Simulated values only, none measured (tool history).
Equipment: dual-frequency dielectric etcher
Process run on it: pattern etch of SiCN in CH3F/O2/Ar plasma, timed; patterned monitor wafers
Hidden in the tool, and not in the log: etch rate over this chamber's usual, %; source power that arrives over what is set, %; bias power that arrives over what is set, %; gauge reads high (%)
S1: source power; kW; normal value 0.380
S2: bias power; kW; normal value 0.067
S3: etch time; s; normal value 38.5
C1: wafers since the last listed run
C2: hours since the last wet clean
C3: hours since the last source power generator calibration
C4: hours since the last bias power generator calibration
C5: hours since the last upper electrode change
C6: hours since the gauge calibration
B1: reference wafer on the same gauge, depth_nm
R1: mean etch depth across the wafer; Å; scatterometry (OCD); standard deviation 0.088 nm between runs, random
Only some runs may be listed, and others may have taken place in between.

| run | hour | S1 | S2 | S3 | C1 | C2 | C3 | C4 | C5 | C6 | B1 | R1 |
|---|---|---|---|---|---|---|---|---|---|---|---|---|
| 1 | 0.0 | 0.380 | 0.067 | 38.5 | 0 | 312.2 | 1674.2 | 1188.0 | 2660.7 | 933.4 | 13.92 | 143.6 |
| 2 | 34.3 | 0.380 | 0.054 | 38.5 | 703 | 346.5 | 1708.5 | 1222.3 | 2695.0 | 967.7 | 13.90 | 135.7 |
|  | 38.5 | gauge calibrated |
|  | 62.3 | upper electrode replaced |
| 3 | 63.8 | 0.380 | 0.054 | 38.5 | 112 | 376.0 | 1738.0 | 1251.8 | 1.5 | 25.3 | 13.91 | 135.1 |
| 4 | 94.3 | 0.450 | 0.067 | 38.5 | 625 | 406.5 | 1768.5 | 1282.3 | 32.0 | 55.8 | 13.90 | 153.4 |
|  | 106.2 | source power generator calibrated |
| 5 | 110.1 | 0.330 | 0.067 | 42.5 | 241 | 422.3 | 3.9 | 1298.1 | 47.8 | 71.6 | 13.89 | 147.2 |
| 6 | 141.3 | 0.330 | 0.067 | 42.5 | 639 | 453.5 | 35.1 | 1329.3 | 79.0 | 102.8 | 13.90 | 145.9 |
| 7 | 169.0 | 0.330 | 0.067 | 42.5 | 567 | 481.2 | 62.8 | 1357.0 | 106.7 | 130.5 | 13.90 | 145.0 |
| 8 | 200.4 | 0.380 | 0.067 | 38.5 | 643 | 512.6 | 94.2 | 1388.4 | 138.1 | 161.9 | 13.90 | 139.4 |
| 9 | 214.5 | 0.450 | 0.058 | 27.0 | 289 | 526.7 | 108.3 | 1402.5 | 152.2 | 176.0 | 13.90 | 104.0 |
|  | 299.2 | wet clean of the chamber |
| 10 | 299.7 | 0.380 | 0.067 | 46.5 | 1254 | 0.5 | 193.5 | 1487.7 | 237.4 | 261.2 | 13.93 | 174.0 |
| 11 | 320.5 | 0.450 | 0.077 | 48.5 | 426 | 21.3 | 214.3 | 1508.5 | 258.2 | 282.0 | 13.88 | 202.1 |
| 12 | 350.5 | 0.330 | 0.067 | 42.5 | 614 | 51.3 | 244.3 | 1538.5 | 288.2 | 312.0 | 13.91 | 148.5 |
| 13 | 373.7 | 0.420 | 0.072 | 48.5 | 475 | 74.5 | 267.5 | 1561.7 | 311.4 | 335.2 | 13.90 | 192.9 |
|  | 383.5 | bias power generator calibrated |
| 14 | 386.6 | 0.380 | 0.067 | 38.5 | 182 | 87.4 | 280.4 | 3.1 | 324.3 | 348.1 | 13.90 | 141.7 |
| 15 | 449.8 | 0.380 | 0.067 | 38.5 | 1295 | 150.6 | 343.6 | 66.3 | 387.5 | 411.3 | 13.89 | 142.9 |
| 16 | 465.7 | 0.330 | 0.067 | 33.5 | 325 | 166.5 | 359.5 | 82.2 | 403.4 | 427.2 | 13.90 | 117.6 |
| 17 | 487.2 | 0.420 | 0.072 | 48.5 | 440 | 188.0 | 381.0 | 103.7 | 424.9 | 448.7 | 13.88 | 189.0 |
| 18 | 513.3 | 0.380 | 0.067 | 38.5 | 535 | 214.1 | 407.1 | 129.8 | 451.0 | 474.8 | 13.91 | 144.2 |
| 19 | 540.5 | 0.380 | 0.067 | 38.5 | 557 | 241.3 | 434.3 | 157.0 | 478.2 | 502.0 | 13.90 | 141.9 |
| 20 | 571.8 | 0.410 | 0.075 | 28.0 | 641 | 272.6 | 465.6 | 188.3 | 509.5 | 533.3 | 13.90 | 108.5 |
| 21 | 588.5 | 0.380 | 0.067 | 38.5 | 342 | 289.3 | 482.3 | 205.0 | 526.2 | 550.0 | 13.90 | 141.7 |
| 22 | 610.4 | 0.440 | 0.067 | 30.5 | 448 | 311.2 | 504.2 | 226.9 | 548.1 | 571.9 | 13.91 | 119.4 |
| 23 | 669.3 | 0.300 | 0.067 | 38.5 | 1207 | 370.1 | 563.1 | 285.8 | 607.0 | 630.8 | 13.89 | 127.7 |
| 24 | 695.2 | 0.380 | 0.076 | 35.0 | 530 | 396.0 | 589.0 | 311.7 | 632.9 | 656.7 | 13.90 | 131.9 |
| 25 | 720.7 | 0.460 | 0.079 | 38.5 | 522 | 421.5 | 614.5 | 337.2 | 658.4 | 682.2 | 13.87 | 158.4 |
| 26 | 756.0 | 0.380 | 0.067 | 38.5 | 723 | 456.8 | 649.8 | 372.5 | 693.7 | 717.5 | 13.91 | 139.3 |
| 27 | 781.1 | 0.440 | 0.067 | 38.5 | 514 | 481.9 | 674.9 | 397.6 | 718.8 | 742.6 | 13.92 | 147.9 |
| 28 | 812.4 | 0.380 | 0.067 | 48.0 | 641 | 513.2 | 706.2 | 428.9 | 750.1 | 773.9 | 13.89 | 175.0 |
| 29 | 827.2 | 0.380 | 0.059 | 38.5 | 303 | 528.0 | 721.0 | 443.7 | 764.9 | 788.7 | 13.90 | 134.3 |

Here are 5 independent what-if runs from the current tool condition. What would each one return?
| A | 827.6 | 0.420 | 0.067 | 38.5 | 8 | 528.4 | 721.4 | 444.1 | 765.3 | 789.1 | ? | ? |
| B | 827.6 | 0.300 | 0.052 | 38.5 | 8 | 528.4 | 721.4 | 444.1 | 765.3 | 789.1 | ? | ? |
| C | 827.6 | 0.380 | 0.067 | 30.0 | 8 | 528.4 | 721.4 | 444.1 | 765.3 | 789.1 | ? | ? |
| D | 827.6 | 0.410 | 0.052 | 38.5 | 8 | 528.4 | 721.4 | 444.1 | 765.3 | 789.1 | ? | ? |
| E | 827.6 | 0.380 | 0.083 | 38.5 | 8 | 528.4 | 721.4 | 444.1 | 765.3 | 789.1 | ? | ? |

| run | B1 | R1 |
|---|---|---|
| A | 13.89 | 146.2 |
| B | 13.89 | 119.3 |
| C | 13.89 | 109.0 |
| D | 13.89 | 137.5 |
| E | 13.89 | 146.9 |
What these runs would have given with no unlogged condition in the tool:
| run | R1 |
|---|---|
| A | 153.8 |
| B | 125.4 |
| C | 114.6 |
| D | 144.6 |
| E | 154.5 |
